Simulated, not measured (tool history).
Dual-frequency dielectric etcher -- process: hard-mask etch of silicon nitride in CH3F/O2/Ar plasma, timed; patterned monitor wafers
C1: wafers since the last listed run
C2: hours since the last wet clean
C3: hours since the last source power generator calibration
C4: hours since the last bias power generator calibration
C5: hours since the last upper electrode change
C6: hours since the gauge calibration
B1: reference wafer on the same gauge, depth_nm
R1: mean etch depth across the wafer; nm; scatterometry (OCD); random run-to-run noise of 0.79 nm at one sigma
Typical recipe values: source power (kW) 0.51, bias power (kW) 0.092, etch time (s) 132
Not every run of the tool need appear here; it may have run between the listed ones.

run 1 hour=0 | source_power_(kW)=0.51 bias_power_(kW)=0.105 etch_time_(s)=132 | C1=0 C2=35 C3=3613.6 C4=234.4 C5=5360.6 C6=3429.5 | B1=119 | R1=125.8
run 2 hour=46.5 | source_power_(kW)=0.51 bias_power_(kW)=0.092 etch_time_(s)=132 | C1=352 C2=81.5 C3=3660.1 C4=280.9 C5=5407.1 C6=3476 | B1=119.1 | R1=117.6
run 3 hour=164.9 | source_power_(kW)=0.51 bias_power_(kW)=0.092 etch_time_(s)=132 | C1=897 C2=199.9 C3=3778.5 C4=399.3 C5=5525.5 C6=3594.4 | B1=119.1 | R1=118.1
run 4 hour=228.9 | source_power_(kW)=0.51 bias_power_(kW)=0.092 etch_time_(s)=132 | C1=485 C2=263.9 C3=3842.5 C4=463.3 C5=5589.5 C6=3658.4 | B1=119.2 | R1=117.9
run 5 hour=315 | source_power_(kW)=0.51 bias_power_(kW)=0.092 etch_time_(s)=132 | C1=652 C2=350 C3=3928.6 C4=549.4 C5=5675.6 C6=3744.5 | B1=119 | R1=118
run 6 hour=368.6 | source_power_(kW)=0.55 bias_power_(kW)=0.078 etch_time_(s)=167.5 | C1=406 C2=403.6 C3=3982.2 C4=603 C5=5729.2 C6=3798.1 | B1=119.2 | R1=141.8
run 7 hour=448.4 | source_power_(kW)=0.51 bias_power_(kW)=0.092 etch_time_(s)=147.5 | C1=604 C2=483.4 C3=4062 C4=682.8 C5=5809 C6=3877.9 | B1=119.4 | R1=131.6
run 8 hour=515.4 | source_power_(kW)=0.47 bias_power_(kW)=0.105 etch_time_(s)=109.5 | C1=507 C2=550.4 C3=4129 C4=749.8 C5=5876 C6=3944.9 | B1=118.9 | R1=100.3
run 9 hour=602.2 | source_power_(kW)=0.62 bias_power_(kW)=0.085 etch_time_(s)=132 | C1=657 C2=637.2 C3=4215.8 C4=836.6 C5=5962.8 C6=4031.7 | B1=119 | R1=124.8
-- hour=681.8 wet clean of the chamber
run 10 hour=696.1 | source_power_(kW)=0.51 bias_power_(kW)=0.092 etch_time_(s)=132 | C1=529 C2=14.3 C3=4309.7 C4=930.5 C5=6056.7 C6=4125.6 | B1=118.8 | R1=120.1
-- hour=794.1 upper electrode replaced
-- hour=796.6 source power generator calibrated
run 11 hour=797.1 | source_power_(kW)=0.51 bias_power_(kW)=0.092 etch_time_(s)=132 | C1=564 C2=115.3 C3=0.5 C4=1031.5 C5=3 C6=4226.6 | B1=118.9 | R1=116.4
run 12 hour=859.8 | source_power_(kW)=0.47 bias_power_(kW)=0.082 etch_time_(s)=160 | C1=475 C2=178 C3=63.2 C4=1094.2 C5=65.7 C6=4289.3 | B1=119.2 | R1=125.9
-- hour=919.2 gauge calibrated
run 13 hour=1031.4 | source_power_(kW)=0.51 bias_power_(kW)=0.109 etch_time_(s)=121.5 | C1=1300 C2=349.6 C3=234.8 C4=1265.8 C5=237.3 C6=112.2 | B1=119.3 | R1=116.5
run 14 hour=1105.9 | source_power_(kW)=0.51 bias_power_(kW)=0.092 etch_time_(s)=132 | C1=564 C2=424.1 C3=309.3 C4=1340.3 C5=311.8 C6=186.7 | B1=119 | R1=116.3
run 15 hour=1172.3 | source_power_(kW)=0.51 bias_power_(kW)=0.092 etch_time_(s)=132 | C1=503 C2=490.5 C3=375.7 C4=1406.7 C5=378.2 C6=253.1 | B1=118.9 | R1=115.6
run 16 hour=1230.9 | source_power_(kW)=0.57 bias_power_(kW)=0.114 etch_time_(s)=116.5 | C1=444 C2=549.1 C3=434.3 C4=1465.3 C5=436.8 C6=311.7 | B1=119.3 | R1=122
run 17 hour=1289.9 | source_power_(kW)=0.56 bias_power_(kW)=0.074 etch_time_(s)=108.5 | C1=447 C2=608.1 C3=493.3 C4=1524.3 C5=495.8 C6=370.7 | B1=118.6 | R1=88.1
run 18 hour=1396.5 | source_power_(kW)=0.47 bias_power_(kW)=0.092 etch_time_(s)=132 | C1=808 C2=714.7 C3=599.9 C4=1630.9 C5=602.4 C6=477.3 | B1=119 | R1=110.5
run 19 hour=1473.4 | source_power_(kW)=0.64 bias_power_(kW)=0.074 etch_time_(s)=112.5 | C1=582 C2=791.6 C3=676.8 C4=1707.8 C5=679.3 C6=554.2 | B1=119 | R1=98.9
run 20 hour=1529.8 | source_power_(kW)=0.57 bias_power_(kW)=0.092 etch_time_(s)=119 | C1=427 C2=848 C3=733.2 C4=1764.2 C5=735.7 C6=610.6 | B1=118.7 | R1=112.1
-- hour=1584.2 wet clean of the chamber
run 21 hour=1584.7 | source_power_(kW)=0.51 bias_power_(kW)=0.092 etch_time_(s)=132 | C1=234 C2=0.5 C3=788.1 C4=1819.1 C5=790.6 C6=665.5 | B1=118.9 | R1=116.5
run 22 hour=1619.9 | source_power_(kW)=0.51 bias_power_(kW)=0.092 etch_time_(s)=132 | C1=266 C2=35.7 C3=823.3 C4=1854.3 C5=825.8 C6=700.7 | B1=118.8 | R1=115.7
-- hour=1653.9 bias power generator calibrated
run 23 hour=1685.9 | source_power_(kW)=0.58 bias_power_(kW)=0.086 etch_time_(s)=161 | C1=469 C2=101.7 C3=889.3 C4=32 C5=891.8 C6=766.7 | B1=118.8 | R1=146.2
run 24 hour=1863 | source_power_(kW)=0.51 bias_power_(kW)=0.092 etch_time_(s)=106.5 | C1=1342 C2=278.8 C3=1066.4 C4=209.1 C5=1068.9 C6=943.8 | B1=119 | R1=92.8
run 25 hour=1925.2 | source_power_(kW)=0.51 bias_power_(kW)=0.084 etch_time_(s)=145.5 | C1=471 C2=341 C3=1128.6 C4=271.3 C5=1131.1 C6=1006 | B1=119 | R1=121.3
run 26 hour=2025.2 | source_power_(kW)=0.58 bias_power_(kW)=0.092 etch_time_(s)=160.5 | C1=757 C2=441 C3=1228.6 C4=371.3 C5=1231.1 C6=1106 | B1=119 | R1=149.9
run 27 hour=2224.9 | source_power_(kW)=0.62 bias_power_(kW)=0.071 etch_time_(s)=167.5 | C1=1513 C2=640.7 C3=1428.3 C4=571 C5=1430.8 C6=1305.7 | B1=118.8 | R1=143
run 28 hour=2285.1 | source_power_(kW)=0.47 bias_power_(kW)=0.106 etch_time_(s)=162.5 | C1=456 C2=700.9 C3=1488.5 C4=631.2 C5=1491 C6=1365.9 | B1=119 | R1=147.1
run 29 hour=2325.5 | source_power_(kW)=0.51 bias_power_(kW)=0.092 etch_time_(s)=132 | C1=306 C2=741.3 C3=1528.9 C4=671.6 C5=1531.4 C6=1406.3 | B1=118.9 | R1=115.6

Measured less the same run without the tool's hidden state. The same run-to-run variation is in both; the gauge's scatter may not be:
The tool's hidden condition here consists of: etch rate over this chamber's usual, %; source power that arrives over what is set, %; bias power that arrives over what is set, %; gauge reads high (%).
run=1 R1=+2.4
run=2 R1=+2.3
run=3 R1=+2.5
run=4 R1=+2.5
run=5 R1=+2.6
run=6 R1=+3.2
run=7 R1=+3
run=8 R1=+2.3
run=9 R1=+3.1
run=10 R1=+3.1
run=11 R1=+0.2
run=12 R1=+0.3
run=13 R1=+0.3
run=14 R1=+0.3
run=15 R1=+0.4
run=16 R1=+0.3
run=17 R1=+0.3
run=18 R1=+0.3
run=19 R1=+0.3
run=20 R1=+0.4
run=21 R1=+0.3
run=22 R1=+0.4
run=23 R1=+0.5
run=24 R1=+0.3
run=25 R1=+0.5
run=26 R1=+0.6
run=27 R1=+0.8
run=28 R1=+0.7
run=29 R1=+0.6

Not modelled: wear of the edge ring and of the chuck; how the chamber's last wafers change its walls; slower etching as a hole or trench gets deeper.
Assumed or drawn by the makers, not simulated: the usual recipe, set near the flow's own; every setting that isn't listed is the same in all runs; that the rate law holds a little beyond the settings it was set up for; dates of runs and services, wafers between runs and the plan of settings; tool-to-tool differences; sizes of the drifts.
